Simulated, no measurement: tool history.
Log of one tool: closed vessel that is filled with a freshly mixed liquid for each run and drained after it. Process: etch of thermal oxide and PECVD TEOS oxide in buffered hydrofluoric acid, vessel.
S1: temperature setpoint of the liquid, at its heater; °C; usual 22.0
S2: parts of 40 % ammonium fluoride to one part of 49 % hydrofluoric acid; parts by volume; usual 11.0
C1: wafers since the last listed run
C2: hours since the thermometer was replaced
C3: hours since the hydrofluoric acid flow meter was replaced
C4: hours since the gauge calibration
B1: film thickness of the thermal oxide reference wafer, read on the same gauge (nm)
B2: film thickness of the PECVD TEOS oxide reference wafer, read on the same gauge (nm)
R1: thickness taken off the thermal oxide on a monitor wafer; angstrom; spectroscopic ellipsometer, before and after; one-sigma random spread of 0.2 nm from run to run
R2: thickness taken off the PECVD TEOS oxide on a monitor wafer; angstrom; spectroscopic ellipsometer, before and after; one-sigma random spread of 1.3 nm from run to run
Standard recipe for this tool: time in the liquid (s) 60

{"run": 1, "day": 0.0, "S1": 22.0, "S2": 11.0, "time in the liquid (s)": 60, "C1": 0, "C2": 2321.3, "C3": 56.4, "C4": 452.0, "B1": 60.0, "B2": 150.03, "R1": 600.5, "R2": 1445.6}
{"run": 2, "day": 0.55, "S1": 22.0, "S2": 11.0, "time in the liquid (s)": 60, "C1": 817, "C2": 2334.5, "C3": 69.6, "C4": 465.2, "B1": 60.01, "B2": 150.0, "R1": 600.0, "R2": 1450.5}
{"day": 0.996, "done": "thermometer replaced"}
{"run": 3, "day": 1.288, "S1": 22.0, "S2": 11.0, "time in the liquid (s)": 60, "C1": 1034, "C2": 7.0, "C3": 87.3, "C4": 482.9, "B1": 60.01, "B2": 150.03, "R1": 596.8, "R2": 1446.1}
{"run": 4, "day": 1.638, "S1": 25.5, "S2": 11.0, "time in the liquid (s)": 60, "C1": 520, "C2": 15.4, "C3": 95.7, "C4": 491.3, "B1": 60.0, "B2": 150.0, "R1": 728.5, "R2": 1745.8}
{"run": 5, "day": 1.9, "S1": 18.5, "S2": 8.0, "time in the liquid (s)": 60, "C1": 390, "C2": 21.7, "C3": 102.0, "C4": 497.6, "B1": 59.98, "B2": 149.99, "R1": 658.8, "R2": 1594.1}
{"run": 6, "day": 2.379, "S1": 19.5, "S2": 9.5, "time in the liquid (s)": 70, "C1": 712, "C2": 33.2, "C3": 113.5, "C4": 509.1, "B1": 60.01, "B2": 150.02, "R1": 695.2, "R2": 1666.6}
{"run": 7, "day": 2.662, "S1": 22.0, "S2": 8.5, "time in the liquid (s)": 30, "C1": 421, "C2": 40.0, "C3": 120.3, "C4": 515.9, "B1": 60.01, "B2": 150.03, "R1": 376.0, "R2": 893.6}
{"run": 8, "day": 3.367, "S1": 22.0, "S2": 11.0, "time in the liquid (s)": 60, "C1": 1047, "C2": 56.9, "C3": 137.2, "C4": 532.8, "B1": 60.0, "B2": 149.98, "R1": 599.2, "R2": 1456.4}
{"day": 3.496, "done": "gauge calibrated"}
{"run": 9, "day": 3.862, "S1": 22.0, "S2": 11.0, "time in the liquid (s)": 60, "C1": 737, "C2": 68.8, "C3": 149.1, "C4": 8.8, "B1": 59.99, "B2": 150.01, "R1": 599.4, "R2": 1432.0}
{"run": 10, "day": 4.604, "S1": 22.0, "S2": 11.0, "time in the liquid (s)": 60, "C1": 1102, "C2": 86.6, "C3": 166.9, "C4": 26.6, "B1": 60.0, "B2": 149.98, "R1": 599.1, "R2": 1445.5}
{"run": 11, "day": 4.867, "S1": 19.0, "S2": 9.0, "time in the liquid (s)": 85, "C1": 390, "C2": 92.9, "C3": 173.2, "C4": 32.9, "B1": 59.99, "B2": 150.02, "R1": 843.7, "R2": 2020.9}
{"run": 12, "day": 5.558, "S1": 24.0, "S2": 15.5, "time in the liquid (s)": 35, "C1": 1028, "C2": 109.5, "C3": 189.8, "C4": 49.5, "B1": 60.01, "B2": 149.99, "R1": 279.3, "R2": 674.4}
{"run": 13, "day": 5.862, "S1": 22.0, "S2": 11.0, "time in the liquid (s)": 60, "C1": 452, "C2": 116.8, "C3": 197.1, "C4": 56.8, "B1": 59.97, "B2": 150.04, "R1": 599.5, "R2": 1436.3}
{"run": 14, "day": 6.592, "S1": 22.0, "S2": 11.0, "time in the liquid (s)": 60, "C1": 1084, "C2": 134.3, "C3": 214.6, "C4": 74.3, "B1": 60.02, "B2": 149.99, "R1": 602.6, "R2": 1435.5}
{"run": 15, "day": 6.988, "S1": 20.5, "S2": 8.0, "time in the liquid (s)": 30, "C1": 588, "C2": 143.8, "C3": 224.1, "C4": 83.8, "B1": 59.99, "B2": 149.97, "R1": 369.5, "R2": 879.0}
{"run": 16, "day": 7.642, "S1": 22.0, "S2": 11.0, "time in the liquid (s)": 60, "C1": 972, "C2": 159.5, "C3": 239.8, "C4": 99.5, "B1": 60.02, "B2": 150.04, "R1": 601.1, "R2": 1444.5}
{"run": 17, "day": 8.317, "S1": 22.0, "S2": 7.0, "time in the liquid (s)": 30, "C1": 1003, "C2": 175.7, "C3": 256.0, "C4": 115.7, "B1": 60.01, "B2": 150.04, "R1": 461.4, "R2": 1103.4}
{"run": 18, "day": 8.575, "S1": 19.5, "S2": 15.0, "time in the liquid (s)": 90, "C1": 384, "C2": 181.9, "C3": 262.2, "C4": 121.9, "B1": 60.04, "B2": 150.0, "R1": 579.4, "R2": 1401.4}
{"run": 19, "day": 8.838, "S1": 23.5, "S2": 14.5, "time in the liquid (s)": 60, "C1": 390, "C2": 188.2, "C3": 268.5, "C4": 128.2, "B1": 60.0, "B2": 150.01, "R1": 497.1, "R2": 1191.3}
{"run": 20, "day": 9.296, "S1": 22.0, "S2": 7.0, "time in the liquid (s)": 60, "C1": 681, "C2": 199.2, "C3": 279.5, "C4": 139.2, "B1": 60.0, "B2": 150.0, "R1": 927.6, "R2": 2210.3}
{"run": 21, "day": 9.767, "S1": 19.0, "S2": 11.0, "time in the liquid (s)": 60, "C1": 700, "C2": 210.5, "C3": 290.8, "C4": 150.5, "B1": 59.99, "B2": 150.02, "R1": 509.7, "R2": 1233.0}
{"run": 22, "day": 10.5, "S1": 19.5, "S2": 7.5, "time in the liquid (s)": 90, "C1": 1090, "C2": 228.1, "C3": 308.4, "C4": 168.1, "B1": 60.02, "B2": 150.0, "R1": 1121.9, "R2": 2656.5}
{"run": 23, "day": 10.796, "S1": 22.0, "S2": 11.0, "time in the liquid (s)": 90, "C1": 439, "C2": 235.2, "C3": 315.5, "C4": 175.2, "B1": 60.01, "B2": 150.02, "R1": 897.3, "R2": 2186.8}
{"run": 24, "day": 11.171, "S1": 18.0, "S2": 8.5, "time in the liquid (s)": 90, "C1": 557, "C2": 244.2, "C3": 324.5, "C4": 184.2, "B1": 59.97, "B2": 149.99, "R1": 899.5, "R2": 2151.4}
{"run": 25, "day": 11.804, "S1": 17.5, "S2": 11.0, "time in the liquid (s)": 60, "C1": 941, "C2": 259.4, "C3": 339.7, "C4": 199.4, "B1": 59.99, "B2": 150.02, "R1": 466.4, "R2": 1116.2}
{"run": 26, "day": 12.196, "S1": 20.0, "S2": 13.0, "time in the liquid (s)": 70, "C1": 582, "C2": 268.8, "C3": 349.1, "C4": 208.8, "B1": 60.02, "B2": 150.0, "R1": 534.1, "R2": 1276.2}

What if the next run were any one of these 4? Each begins from the tool's condition after run 26:
{"run": "A", "day": 12.225, "S1": 22.0, "S2": 11.0, "time in the liquid (s)": 60, "C1": 43, "C2": 269.5, "C3": 349.8, "C4": 209.5, "B1": "?", "B2": "?", "R1": "?", "R2": "?"}
{"run": "B", "day": 12.225, "S1": 22.0, "S2": 11.0, "time in the liquid (s)": 30, "C1": 43, "C2": 269.5, "C3": 349.8, "C4": 209.5, "B1": "?", "B2": "?", "R1": "?", "R2": "?"}
{"run": "C", "day": 12.225, "S1": 17.5, "S2": 9.5, "time in the liquid (s)": 30, "C1": 43, "C2": 269.5, "C3": 349.8, "C4": 209.5, "B1": "?", "B2": "?", "R1": "?", "R2": "?"}
{"run": "D", "day": 12.225, "S1": 24.5, "S2": 14.5, "time in the liquid (s)": 85, "C1": 43, "C2": 269.5, "C3": 349.8, "C4": 209.5, "B1": "?", "B2": "?", "R1": "?", "R2": "?"}

run=A B1=60.02 B2=149.98 R1=604.1 R2=1462.5
run=B B1=60.02 B2=149.98 R1=302.0 R2=731.3
run=C B1=60.02 B2=149.98 R1=266.0 R2=643.9
run=D B1=60.02 B2=149.98 R1=749.0 R2=1813.4
With the hidden condition removed and each run's random variation left untouched, the same runs would have given:
run=A R1=604.1 R2=1462.5
run=B R1=302.0 R2=731.3
run=C R1=266.0 R2=643.9
run=D R1=749.0 R2=1813.4
